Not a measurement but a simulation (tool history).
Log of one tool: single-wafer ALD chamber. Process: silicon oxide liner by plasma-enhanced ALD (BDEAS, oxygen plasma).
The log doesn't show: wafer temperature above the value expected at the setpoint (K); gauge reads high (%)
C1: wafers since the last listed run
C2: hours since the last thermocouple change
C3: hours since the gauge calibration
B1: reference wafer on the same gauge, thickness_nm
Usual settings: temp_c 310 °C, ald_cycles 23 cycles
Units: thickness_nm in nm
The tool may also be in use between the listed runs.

run 1 day=0.000 | temp_c=319 ald_cycles=23 | C1=0 C2=1892.7 C3=166.7 | B1=2.382 | thickness_nm=2.164
run 2 day=0.500 | temp_c=319 ald_cycles=23 | C1=99 C2=1904.7 C3=178.7 | B1=2.381 | thickness_nm=2.166
run 3 day=1.075 | temp_c=319 ald_cycles=23 | C1=114 C2=1918.5 C3=192.5 | B1=2.382 | thickness_nm=2.171
-- day=1.338 gauge calibrated
run 4 day=1.942 | temp_c=310 ald_cycles=23 | C1=173 C2=1939.3 C3=14.5 | B1=2.377 | thickness_nm=2.191
run 5 day=3.212 | temp_c=310 ald_cycles=23 | C1=253 C2=1969.8 C3=45.0 | B1=2.378 | thickness_nm=2.191
run 6 day=4.388 | temp_c=310 ald_cycles=23 | C1=234 C2=1998.0 C3=73.2 | B1=2.380 | thickness_nm=2.190
run 7 day=5.304 | temp_c=310 ald_cycles=23 | C1=183 C2=2020.0 C3=95.2 | B1=2.379 | thickness_nm=2.196
run 8 day=6.142 | temp_c=310 ald_cycles=23 | C1=167 C2=2040.1 C3=115.3 | B1=2.378 | thickness_nm=2.187
run 9 day=7.017 | temp_c=310 ald_cycles=24 | C1=174 C2=2061.1 C3=136.3 | B1=2.381 | thickness_nm=2.287
-- day=8.133 thermocouple changed; heater temperature recalibrated
run 10 day=8.154 | temp_c=316 ald_cycles=21 | C1=160 C2=0.5 C3=163.6 | B1=2.377 | thickness_nm=1.981
run 11 day=8.533 | temp_c=310 ald_cycles=23 | C1=75 C2=9.6 C3=172.7 | B1=2.381 | thickness_nm=2.197
run 12 day=10.029 | temp_c=310 ald_cycles=23 | C1=298 C2=45.5 C3=208.6 | B1=2.380 | thickness_nm=2.184
run 13 day=10.696 | temp_c=303 ald_cycles=21 | C1=133 C2=61.5 C3=224.6 | B1=2.382 | thickness_nm=2.022
-- day=10.750 gauge calibrated
run 14 day=11.492 | temp_c=317 ald_cycles=22 | C1=158 C2=80.6 C3=17.8 | B1=2.381 | thickness_nm=2.074
run 15 day=12.942 | temp_c=310 ald_cycles=23 | C1=289 C2=115.4 C3=52.6 | B1=2.379 | thickness_nm=2.197
run 16 day=13.800 | temp_c=297 ald_cycles=20 | C1=171 C2=136.0 C3=73.2 | B1=2.379 | thickness_nm=1.945
run 17 day=14.692 | temp_c=323 ald_cycles=18 | C1=178 C2=157.4 C3=94.6 | B1=2.380 | thickness_nm=1.685

What the log doesn't show, run by run:
wafer temperature above the value expected at the setpoint (K): 0 in every run
gauge reads high (%): 0 in every run
